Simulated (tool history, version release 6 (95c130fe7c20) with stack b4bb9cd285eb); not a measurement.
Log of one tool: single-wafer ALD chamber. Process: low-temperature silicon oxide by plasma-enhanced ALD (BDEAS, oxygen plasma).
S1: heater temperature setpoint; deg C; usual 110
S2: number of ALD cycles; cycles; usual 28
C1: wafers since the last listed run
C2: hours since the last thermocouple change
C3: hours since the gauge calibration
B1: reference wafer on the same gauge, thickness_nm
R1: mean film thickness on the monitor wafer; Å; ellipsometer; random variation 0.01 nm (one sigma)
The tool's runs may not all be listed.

run,hour,S1,S2,C1,C2,C3,B1,R1
1,0,110,28,0,1217.4,972.2,4.04,40.23
2,31.3,110,28,274,1248.7,1003.5,4.038,40.11
3,70.9,110,28,347,1288.3,1043.1,4.038,40.06
4,138.9,110,32,596,1356.3,1111.1,4.041,46.06
# hour 162: gauge calibrated
5,170.3,110,32,275,1387.7,8.3,4.038,45.89
6,201,105,30,269,1418.4,39,4.04,43.55
7,230.5,105,30,258,1447.9,68.5,4.041,43.45
8,262.3,110,28,278,1479.7,100.3,4.037,40.26
9,333.1,110,28,620,1550.5,171.1,4.044,40.24
10,390.6,110,28,504,1608,228.6,4.041,40.36
11,424,110,28,292,1641.4,262,4.042,40.34
12,455,110,28,271,1672.4,293,4.043,40.22
13,510.7,113,28,488,1728.1,348.7,4.04,40.04
14,564.6,113,28,472,1782,402.6,4.038,39.97
15,598.1,113,28,293,1815.5,436.1,4.038,39.89
16,627.7,110,28,259,1845.1,465.7,4.04,40.24
17,675.6,110,28,420,1893,513.6,4.042,40.16
18,736.8,110,28,536,1954.2,574.8,4.039,40.02
19,801.5,99,32,567,2018.9,639.5,4.039,46.88
20,861.8,110,28,528,2079.2,699.8,4.04,40.01
21,928.5,114,25,584,2145.9,766.5,4.042,35.43
22,983.4,119,30,481,2200.8,821.4,4.042,42.11
23,1007.4,110,28,210,2224.8,845.4,4.038,39.84
# hour 1068.9: thermocouple changed; heater temperature recalibrated
24,1069.4,96,30,473,0.5,907.4,4.042,46.01
25,1099.9,121,32,267,31,937.9,4.039,45.82
26,1136.1,110,28,317,67.2,974.1,4.038,41.02
27,1208.1,98,24,631,139.2,1046.1,4.036,36.68
28,1251.3,110,30,378,182.4,1089.3,4.037,43.81
# hour 1308.5: gauge calibrated
29,1309.7,121,26,512,240.8,1.2,4.042,37.12
30,1373.1,97,23,555,304.2,64.6,4.038,35.15
# hour 1420.4: thermocouple changed; heater temperature recalibrated, repeated, since the last time left the tool worse
31,1425.9,110,28,392,5.5,117.4,4.037,40.37
32,1472.3,110,31,406,51.9,163.8,4.036,44.81
33,1532.2,110,28,525,111.8,223.7,4.039,40.36
34,1593.8,110,28,540,173.4,285.3,4.037,40.29
35,1648,110,28,475,227.6,339.5,4.04,40.24
36,1685.3,110,28,327,264.9,376.8,4.043,40.23

Forecast each of these 5 alternatives for the next run:
A,1685.7,110,28,3,265.3,377.2,?,?
B,1685.7,102,33,3,265.3,377.2,?,?
C,1685.7,98,22,3,265.3,377.2,?,?
D,1685.7,104,27,3,265.3,377.2,?,?
E,1685.7,100,26,3,265.3,377.2,?,?

run,B1,R1
A,4.041,40.4
B,4.041,48.33
C,4.041,32.56
D,4.041,39.4
E,4.041,38.22
Without the tool's hidden state the same runs would have given:
run,R1
A,40.44
B,48.38
C,32.63
D,39.43
E,38.27

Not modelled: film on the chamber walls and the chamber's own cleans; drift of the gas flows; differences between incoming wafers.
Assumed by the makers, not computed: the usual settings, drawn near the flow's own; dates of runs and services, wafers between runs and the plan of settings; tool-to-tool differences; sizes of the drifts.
